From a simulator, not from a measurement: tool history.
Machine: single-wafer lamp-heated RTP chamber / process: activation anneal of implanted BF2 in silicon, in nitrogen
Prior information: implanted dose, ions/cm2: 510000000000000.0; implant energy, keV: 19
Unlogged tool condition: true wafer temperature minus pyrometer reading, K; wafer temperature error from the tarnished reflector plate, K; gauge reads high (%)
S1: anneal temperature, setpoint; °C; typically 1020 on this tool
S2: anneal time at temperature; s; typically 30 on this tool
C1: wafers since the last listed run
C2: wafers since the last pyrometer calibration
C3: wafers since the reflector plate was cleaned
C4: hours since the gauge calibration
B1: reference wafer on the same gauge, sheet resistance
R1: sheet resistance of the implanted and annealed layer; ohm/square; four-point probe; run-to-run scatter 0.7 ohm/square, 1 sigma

run   hour    S1  S2   C1    C2    C3     C4      B1      R1
  1    0.0  1027  30    0  1714  2729  292.4  293.96  255.33
  2   25.8  1027  30  251  1965  2981  318.2  294.11  255.19
  3   66.8  1020  25  399  2364  3380  359.2  293.73  259.02
  4   98.6  1011  30  309  2674  3689  391.0  294.09  261.69
  5  138.2  1011  30  385  3060  4075  430.6  294.19  261.75
  6  196.7  1020  30  569  3629  4645  489.1  294.05  256.76
  7  242.2  1040  24  443  4072  5088  534.6  293.61  251.48
  8  278.8  1040  24  356  4429  5444  571.2  294.10  252.22
  9  327.0  1040  24  469  4898  5914  619.4  294.04  250.66
 10  362.4  1044  41  344  5243  6258  654.8  294.10  245.09
     402.8  -- reflector plate cleaned
 11  403.3  1020  38  320  5563     5  695.7  294.13  255.55
     454.6  -- pyrometer window cleaned and pyrometer calibrated
 12  464.7  1001  46  520    98   525  757.1  293.99  264.17
 13  516.2  1012  15  501   600  1026  808.6  293.84  272.17
 14  585.9  1036  30  678  1278  1705  878.3  293.79  252.54
 15  630.6  1020  30  435  1714  2140  923.0  294.13  258.74
     655.2  -- gauge calibrated
 16  693.4  1020  30  611  2325  2752   38.2  293.73  257.15
 17  755.0  1034  41  599  2925  3352   99.8  294.23  247.51
 18  790.3  1032  30  343  3269  3696  135.1  294.28  252.35
 19  838.8  1003  24  472  3741  4168  183.6  294.13  266.96

The tool's hidden state at each run:
gauge reads high (%): 0 at every run
H1: true wafer temperature minus pyrometer reading, K
H2: wafer temperature error from the tarnished reflector plate, K
run    H1     H2
  1  4.59   4.66
  2  4.96   4.97
  3  5.46   5.48
  4  5.78   5.87
  5  6.12   6.35
  6   6.5   7.07
  7  6.73   7.63
  8  6.88   8.08
  9  7.04   8.67
 10  7.13    9.1
 11  7.22  0.333
 12  1.33   1.09
 13  2.95   1.72
 14  4.57   2.57
 15  5.34   3.12
 16  6.17   3.89
 17  6.76   4.65
 18  7.02   5.08
 19  7.31   5.68

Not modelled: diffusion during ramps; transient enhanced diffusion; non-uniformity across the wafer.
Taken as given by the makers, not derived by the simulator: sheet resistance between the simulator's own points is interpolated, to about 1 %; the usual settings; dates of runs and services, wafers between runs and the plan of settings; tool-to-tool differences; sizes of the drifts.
